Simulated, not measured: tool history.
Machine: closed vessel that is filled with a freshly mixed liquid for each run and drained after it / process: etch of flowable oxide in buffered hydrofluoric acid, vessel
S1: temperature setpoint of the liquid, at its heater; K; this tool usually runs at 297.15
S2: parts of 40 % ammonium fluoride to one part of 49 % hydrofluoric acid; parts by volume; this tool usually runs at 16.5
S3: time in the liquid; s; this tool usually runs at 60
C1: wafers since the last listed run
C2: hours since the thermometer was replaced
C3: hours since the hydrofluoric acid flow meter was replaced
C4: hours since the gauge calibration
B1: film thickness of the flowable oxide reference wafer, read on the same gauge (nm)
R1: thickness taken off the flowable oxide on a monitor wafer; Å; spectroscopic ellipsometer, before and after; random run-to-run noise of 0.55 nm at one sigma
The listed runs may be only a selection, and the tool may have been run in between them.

run   hour      S1    S2  S3    C1      C2      C3     C4     B1      R1
  1      0  297.15  13.5  60     0  1954.4   927.2   88.8     80  1443.5
  2   34.9  297.15  16.5  60  2421  1989.3   962.1  123.7  80.01  1182.7
  3   45.3  297.15  16.5  60   721  1999.7   972.5  134.1     80  1186.6
  4   58.7  300.15  16.5  70   929  2013.1   985.9  147.5     80  1632.5
  5   73.9  300.15  16.5  70  1054  2028.3  1001.1  162.7  79.99  1640.5
  6   83.5  300.15  16.5  70   666  2037.9  1010.7  172.3  79.99  1631.1
  7   95.7  297.15  16.5  50   846  2050.1  1022.9  184.5  79.99   988.1
  8  110.1  297.15  16.5  60   999  2064.5  1037.3  198.9  80.01  1183.4
     112.4  -- gauge calibrated
  9  125.9  297.15  16.5  60  1096  2080.3  1053.1   13.5     80  1178.1
 10  133.2  297.15  16.5  60   506  2087.6  1060.4   20.8  80.01  1179.1
 11  143.4  297.15  16.5  60   707  2097.8  1070.6     31  79.99  1182.5
 12  155.5  297.15  16.5  45   839  2109.9  1082.7   43.1     80   884.1
 13  169.7  300.15  16.5  70   985  2124.1  1096.9   57.3  80.01  1628.3
 14  184.4  298.65  20.5  75  1020  2138.8  1111.6     72  80.02  1306.5
     191.6  -- thermometer replaced
 15  201.8  297.15  10.5  70  1138    10.2    1129   89.4  79.99  2410.4
 16  215.2  297.15  12.5  50   929    23.6  1142.4  102.8     80  1475.4
       243  -- hydrofluoric acid flow meter replaced
 17  259.4  302.15  13.5  35  2997    67.8    16.4    147  79.98  1157.1
     288.9  -- gauge calibrated
 18  311.5  294.15  16.5  90  3615   119.9    68.5   22.6  79.99  1586.7
 19  327.2  302.15  13.5  35  1089   135.6    84.2   38.3  80.01  1158.5
 20  357.2  301.15  20.5  30  2081   165.6   114.2   68.3  79.98   628.1
 21  374.2  301.65  16.5  60  1179   182.6   131.2   85.3  79.98  1587.8

Below are 5 alternative next runs, each starting from the tool's condition after run 21. Predict each:
  A  374.9  297.15  16.5  60  48  183.3  131.9  86   ?   ?
  B  374.9  294.15  16.5  60  48  183.3  131.9  86   ?   ?
  C  374.9  297.15  16.5  40  48  183.3  131.9  86   ?   ?
  D  374.9  293.15  20.5  30  48  183.3  131.9  86   ?   ?
  E  374.9  297.15  16.5  30  48  183.3  131.9  86   ?   ?

run     B1      R1
  A  79.99  1250.5
  B  79.99  1059.3
  C  79.99   833.7
  D  79.99   406.1
  E  79.99   625.2
With no hidden state in the tool, these same runs would have given:
run      R1
  A  1262.6
  B  1069.9
  C   841.7
  D   411.3
  E   631.3

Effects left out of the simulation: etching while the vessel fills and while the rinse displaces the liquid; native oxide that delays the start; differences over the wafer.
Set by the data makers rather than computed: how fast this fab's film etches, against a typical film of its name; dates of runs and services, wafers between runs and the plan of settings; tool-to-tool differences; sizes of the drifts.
